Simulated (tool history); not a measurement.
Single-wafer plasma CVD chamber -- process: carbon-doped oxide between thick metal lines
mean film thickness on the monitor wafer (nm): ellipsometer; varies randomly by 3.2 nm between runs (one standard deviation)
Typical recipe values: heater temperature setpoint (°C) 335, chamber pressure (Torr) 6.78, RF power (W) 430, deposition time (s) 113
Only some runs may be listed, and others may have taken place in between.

run,hour,heater temperature setpoint (°C),chamber pressure (Torr),RF power (W),deposition time (s),wafers since the last listed run,hours since the last thermocouple change,hours since the last RF generator calibration,hours since the last manometer calibration,hours since the showerhead was replaced,hours since the gauge calibration,"read-back reference wafer on the same gauge, thickness_nm",mean film thickness on the monitor wafer (nm)
1,0.0,335,6.78,430,113,0,2392.0,1223.1,1719.4,3325.3,120.5,525.197,568.358
2,13.3,335,6.78,430,113,183,2405.3,1236.4,1732.7,3338.6,133.8,526.073,567.738
3,29.9,335,5.96,430,113,229,2421.9,1253.0,1749.3,3355.2,150.4,523.571,558.667
4,38.9,335,5.96,430,113,124,2430.9,1262.0,1758.3,3364.2,159.4,525.769,552.255
5,53.8,335,5.96,430,113,205,2445.8,1276.9,1773.2,3379.1,174.3,525.191,552.413
# hour 62.3: RF generator calibrated
6,62.8,335,6.78,370,113,13,2454.8,0.5,1782.2,3388.1,183.3,525.311,526.247
# hour 72.1: capacitance manometer re-zeroed and calibrated
7,72.6,335,6.78,370,113,24,2464.6,10.3,0.5,3397.9,193.1,526.578,528.626
8,79.9,335,6.78,370,113,100,2471.9,17.6,7.8,3405.2,200.4,525.672,523.394
9,92.0,341,6.78,430,127,167,2484.0,29.7,19.9,3417.3,212.5,524.458,664.272
10,108.1,341,6.78,430,127,222,2500.1,45.8,36.0,3433.4,228.6,525.679,657.688
11,115.3,335,8.41,475,102,99,2507.3,53.0,43.2,3440.6,235.8,525.440,596.235
12,127.4,335,6.78,430,113,167,2519.4,65.1,55.3,3452.7,247.9,525.725,593.472
13,141.0,335,6.78,430,113,187,2533.0,78.7,68.9,3466.3,261.5,525.248,598.654
14,152.0,335,6.78,375,113,151,2544.0,89.7,79.9,3477.3,272.5,525.920,528.263
15,161.0,325,6.78,430,131,124,2553.0,98.7,88.9,3486.3,281.5,525.631,707.818
# hour 166.3: gauge calibrated
16,173.0,335,6.78,430,113,165,2565.0,110.7,100.9,3498.3,6.7,524.665,592.892
17,180.7,330,7.76,395,113,106,2572.7,118.4,108.6,3506.0,14.4,524.745,562.796
18,186.8,335,6.78,355,113,84,2578.8,124.5,114.7,3512.1,20.5,525.152,496.633
19,194.4,345,6.78,495,113,105,2586.4,132.1,122.3,3519.7,28.1,526.712,646.623
20,208.7,335,6.78,430,113,197,2600.7,146.4,136.6,3534.0,42.4,524.582,590.678
21,221.9,331,6.78,430,132,182,2613.9,159.6,149.8,3547.2,55.6,525.676,694.635
22,235.6,335,6.78,430,113,189,2627.6,173.3,163.5,3560.9,69.3,524.090,589.719
# hour 247.9: thermocouple changed; heater temperature recalibrated
# hour 251.2: showerhead replaced
23,251.7,335,7.70,375,93,65,3.8,189.4,179.6,0.5,85.4,524.524,433.644
24,258.9,335,6.78,430,113,99,11.0,196.6,186.8,7.7,92.6,524.916,587.745
25,273.4,335,6.78,345,113,200,25.5,211.1,201.3,22.2,107.1,525.238,478.666
26,306.6,343,5.48,430,113,458,58.7,244.3,234.5,55.4,140.3,524.499,550.055
27,357.5,331,6.78,430,132,703,109.6,295.2,285.4,106.3,191.2,525.225,684.864

Exercise: give the hidden state of the tool at every run:
wafer temperature above the value expected at the setpoint (K): 0, the same for each run
true pressure above the setpoint (%): 0, the same for each run
gauge reads high (%): 0, the same for each run
H1: delivered RF power above the setpoint (%)
run,H1
1,-7.96
2,-7.97
3,-7.99
4,-8
5,-8.02
6,-0.879
7,-1.07
8,-1.21
9,-1.43
10,-1.72
11,-1.85
12,-2.05
13,-2.28
14,-2.46
15,-2.6
16,-2.78
17,-2.9
18,-2.99
19,-3.1
20,-3.3
21,-3.48
22,-3.66
23,-3.87
24,-3.96
25,-4.14
26,-4.52
27,-5.05
